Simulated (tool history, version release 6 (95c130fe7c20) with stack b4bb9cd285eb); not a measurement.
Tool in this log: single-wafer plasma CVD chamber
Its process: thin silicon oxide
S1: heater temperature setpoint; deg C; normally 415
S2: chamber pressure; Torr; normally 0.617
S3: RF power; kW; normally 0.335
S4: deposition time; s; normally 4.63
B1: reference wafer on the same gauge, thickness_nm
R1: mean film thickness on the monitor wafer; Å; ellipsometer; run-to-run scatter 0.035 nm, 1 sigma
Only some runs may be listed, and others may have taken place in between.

Run 1, hour 0.0: usual settings; B1 7.375. Result: R1 63.16 Å.
Run 2, hour 87.8: usual settings; B1 7.372. Result: R1 62.69 Å.
Run 3, hour 138.1: usual settings but S3 0.370 kW; B1 7.367. Result: R1 65.69 Å.
Run 4, hour 346.8: usual settings; B1 7.380. Result: R1 63.46 Å.
Run 5, hour 384.8: usual settings; B1 7.366. Result: R1 62.44 Å.
Run 6, hour 451.9: usual settings; B1 7.372. Result: R1 62.49 Å.
At hour 655.4: thermocouple changed; heater temperature recalibrated.
Run 7, hour 689.4: usual settings; B1 7.368. Result: R1 62.32 Å.
At hour 703.5: capacitance manometer re-zeroed and calibrated.
Run 8, hour 777.4: usual settings; B1 7.366. Result: R1 61.83 Å.
Run 9, hour 834.1: usual settings; B1 7.379. Result: R1 61.61 Å.
At hour 887.7: showerhead replaced.
Run 10, hour 940.0: usual settings; B1 7.372. Result: R1 61.78 Å.
Run 11, hour 1009.9: usual settings but S2 0.728 Torr, S3 0.280 kW, S4 5.32 s; B1 7.371. Result: R1 75.82 Å.
Run 12, hour 1061.9: usual settings but S1 407 deg C, S2 0.670 Torr, S3 0.295 kW, S4 5.55 s; B1 7.362. Result: R1 75.30 Å.
At hour 1155.9: RF generator calibrated.
Run 13, hour 1156.4: usual settings; B1 7.372. Result: R1 62.88 Å.
At hour 1158.9: gauge calibrated.
Run 14, hour 1234.2: usual settings but S3 0.360 kW, S4 5.12 s; B1 7.367. Result: R1 72.08 Å.
Run 15, hour 1495.4: usual settings; B1 7.356. Result: R1 62.81 Å.
Run 16, hour 1561.1: usual settings but S1 402 deg C, S2 0.727 Torr, S3 0.275 kW, S4 4.10 s; B1 7.366. Result: R1 60.17 Å.
Run 17, hour 1608.7: usual settings but S1 402 deg C, S4 5.25 s; B1 7.377. Result: R1 72.03 Å.
Run 18, hour 1646.2: usual settings but S1 408 deg C, S2 0.481 Torr, S3 0.395 kW, S4 4.22 s; B1 7.365. Result: R1 47.68 Å.
Run 19, hour 1725.1: usual settings but S1 422 deg C, S2 0.755 Torr, S4 3.76 s; B1 7.368. Result: R1 61.32 Å.
At hour 1753.1: thermocouple changed; heater temperature recalibrated.
Run 20, hour 1785.8: usual settings but S1 422 deg C, S2 0.751 Torr, S3 0.320 kW, S4 5.48 s; B1 7.366. Result: R1 88.28 Å.
Run 21, hour 1853.1: usual settings but S1 403 deg C; B1 7.364. Result: R1 63.91 Å.
Run 22, hour 1893.3: usual settings but S1 405 deg C, S2 0.743 Torr, S3 0.385 kW, S4 4.91 s; B1 7.374. Result: R1 84.72 Å.
Run 23, hour 1983.4: usual settings; B1 7.360. Result: R1 62.43 Å.
Run 24, hour 2080.8: usual settings but S1 420 deg C, S2 0.480 Torr, S3 0.310 kW, S4 4.05 s; B1 7.372. Result: R1 40.43 Å.
Run 25, hour 2132.9: usual settings but S3 0.305 kW; B1 7.371. Result: R1 59.83 Å.
Run 26, hour 2238.0: usual settings but S1 423 deg C, S2 0.538 Torr, S4 5.28 s; B1 7.375. Result: R1 61.20 Å.
Run 27, hour 2320.6: usual settings but S3 0.360 kW, S4 5.12 s; B1 7.364. Result: R1 69.61 Å.
Run 28, hour 2425.1: usual settings but S1 425 deg C; B1 7.369. Result: R1 60.84 Å.

Consider 4 possible next runs. They are alternatives, not a sequence: every one starts from the tool as it was left by run 28. What does each give?
Run A, hour 2425.5: usual settings but S1 408 deg C; B1 ?. Result: R1 ?.
Run B, hour 2425.5: usual settings but S4 5.12 s; B1 ?. Result: R1 ?.
Run C, hour 2425.5: usual settings but S2 0.484 Torr; B1 ?. Result: R1 ?.
Run D, hour 2425.5: usual settings but S1 423 deg C, S4 3.83 s; B1 ?. Result: R1 ?.

run     B1     R1
  A  7.379  61.62
  B  7.379  67.78
  C  7.379  47.91
  D  7.379  50.43
Without the tool's unlogged condition, the same runs would have read:
run     R1
  A  63.48
  B  69.84
  C  49.36
  D  51.96
